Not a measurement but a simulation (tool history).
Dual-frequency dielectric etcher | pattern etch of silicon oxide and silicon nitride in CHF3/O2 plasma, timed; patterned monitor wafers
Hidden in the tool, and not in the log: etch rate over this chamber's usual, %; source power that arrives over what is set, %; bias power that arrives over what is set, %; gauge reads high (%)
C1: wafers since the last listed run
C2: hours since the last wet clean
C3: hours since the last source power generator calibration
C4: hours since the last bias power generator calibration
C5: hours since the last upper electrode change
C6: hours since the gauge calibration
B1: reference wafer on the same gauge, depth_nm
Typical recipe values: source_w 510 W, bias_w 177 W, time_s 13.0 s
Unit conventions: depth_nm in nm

run 1 hour=0.0 | source_w=510 bias_w=177 time_s=13.0 | C1=0 C2=343.0 C3=2090.7 C4=3718.5 C5=0.5 C6=406.6 | B1=19.92 | depth_nm=19.44
run 2 hour=3.3 | source_w=510 bias_w=177 time_s=13.0 | C1=66 C2=346.3 C3=2094.0 C4=3721.8 C5=3.8 C6=409.9 | B1=19.88 | depth_nm=19.57
run 3 hour=16.7 | source_w=510 bias_w=197 time_s=13.0 | C1=271 C2=359.7 C3=2107.4 C4=3735.2 C5=17.2 C6=423.3 | B1=19.87 | depth_nm=20.60
run 4 hour=32.9 | source_w=510 bias_w=197 time_s=13.0 | C1=327 C2=375.9 C3=2123.6 C4=3751.4 C5=33.4 C6=439.5 | B1=19.88 | depth_nm=20.74
run 5 hour=47.9 | source_w=510 bias_w=177 time_s=13.0 | C1=303 C2=390.9 C3=2138.6 C4=3766.4 C5=48.4 C6=454.5 | B1=19.90 | depth_nm=19.59
run 6 hour=58.0 | source_w=510 bias_w=177 time_s=13.0 | C1=204 C2=401.0 C3=2148.7 C4=3776.5 C5=58.5 C6=464.6 | B1=19.91 | depth_nm=19.47
run 7 hour=73.2 | source_w=510 bias_w=177 time_s=14.5 | C1=307 C2=416.2 C3=2163.9 C4=3791.7 C5=73.7 C6=479.8 | B1=19.93 | depth_nm=21.69
run 8 hour=81.2 | source_w=510 bias_w=177 time_s=16.0 | C1=161 C2=424.2 C3=2171.9 C4=3799.7 C5=81.7 C6=487.8 | B1=19.91 | depth_nm=23.95
-- hour=92.1 bias power generator calibrated
run 9 hour=121.7 | source_w=510 bias_w=177 time_s=14.5 | C1=738 C2=464.7 C3=2212.4 C4=29.6 C5=122.2 C6=528.3 | B1=19.86 | depth_nm=21.85
run 10 hour=136.7 | source_w=510 bias_w=177 time_s=13.0 | C1=303 C2=479.7 C3=2227.4 C4=44.6 C5=137.2 C6=543.3 | B1=19.90 | depth_nm=19.70
run 11 hour=145.1 | source_w=510 bias_w=177 time_s=13.0 | C1=170 C2=488.1 C3=2235.8 C4=53.0 C5=145.6 C6=551.7 | B1=19.96 | depth_nm=19.47
-- hour=155.1 gauge calibrated
-- hour=179.3 wet clean of the chamber
run 12 hour=179.8 | source_w=510 bias_w=197 time_s=13.0 | C1=216 C2=0.5 C3=2270.5 C4=87.7 C5=180.3 C6=24.7 | B1=19.90 | depth_nm=19.88
run 13 hour=180.1 | source_w=510 bias_w=177 time_s=15.5 | C1=6 C2=0.8 C3=2270.8 C4=88.0 C5=180.6 C6=25.0 | B1=19.91 | depth_nm=21.98
run 14 hour=187.6 | source_w=430 bias_w=160 time_s=13.0 | C1=151 C2=8.3 C3=2278.3 C4=95.5 C5=188.1 C6=32.5 | B1=19.88 | depth_nm=17.03
run 15 hour=204.7 | source_w=620 bias_w=212 time_s=16.5 | C1=346 C2=25.4 C3=2295.4 C4=112.6 C5=205.2 C6=49.6 | B1=19.91 | depth_nm=27.43
-- hour=218.1 source power generator calibrated
run 16 hour=218.6 | source_w=640 bias_w=196 time_s=9.5 | C1=200 C2=39.3 C3=0.5 C4=126.5 C5=219.1 C6=63.5 | B1=19.89 | depth_nm=15.42
run 17 hour=232.4 | source_w=600 bias_w=177 time_s=13.0 | C1=279 C2=53.1 C3=14.3 C4=140.3 C5=232.9 C6=77.3 | B1=19.85 | depth_nm=19.99
run 18 hour=246.5 | source_w=610 bias_w=197 time_s=10.5 | C1=285 C2=67.2 C3=28.4 C4=154.4 C5=247.0 C6=91.4 | B1=19.89 | depth_nm=16.91
run 19 hour=252.8 | source_w=410 bias_w=177 time_s=10.0 | C1=127 C2=73.5 C3=34.7 C4=160.7 C5=253.3 C6=97.7 | B1=19.88 | depth_nm=13.72
run 20 hour=268.0 | source_w=630 bias_w=195 time_s=13.0 | C1=307 C2=88.7 C3=49.9 C4=175.9 C5=268.5 C6=112.9 | B1=19.91 | depth_nm=21.11
run 21 hour=285.0 | source_w=510 bias_w=177 time_s=16.5 | C1=344 C2=105.7 C3=66.9 C4=192.9 C5=285.5 C6=129.9 | B1=19.90 | depth_nm=23.94
run 22 hour=293.7 | source_w=510 bias_w=177 time_s=13.0 | C1=176 C2=114.4 C3=75.6 C4=201.6 C5=294.2 C6=138.6 | B1=19.90 | depth_nm=18.88
run 23 hour=309.8 | source_w=510 bias_w=177 time_s=13.0 | C1=325 C2=130.5 C3=91.7 C4=217.7 C5=310.3 C6=154.7 | B1=19.93 | depth_nm=18.83

Run 24 has not been measured yet. What should we expect?
run 24 hour=326.1 | source_w=600 bias_w=189 time_s=13.0 | C1=329 C2=146.8 C3=108.0 C4=234.0 C5=326.6 C6=171.0 | B1=? | depth_nm=?

{"run 24": {"B1": 19.95, "depth_nm": 20.4}}
Take away the tool's hidden state, keep the run-to-run variation as it was, and the same run would have given depth_nm 20.13 nm.

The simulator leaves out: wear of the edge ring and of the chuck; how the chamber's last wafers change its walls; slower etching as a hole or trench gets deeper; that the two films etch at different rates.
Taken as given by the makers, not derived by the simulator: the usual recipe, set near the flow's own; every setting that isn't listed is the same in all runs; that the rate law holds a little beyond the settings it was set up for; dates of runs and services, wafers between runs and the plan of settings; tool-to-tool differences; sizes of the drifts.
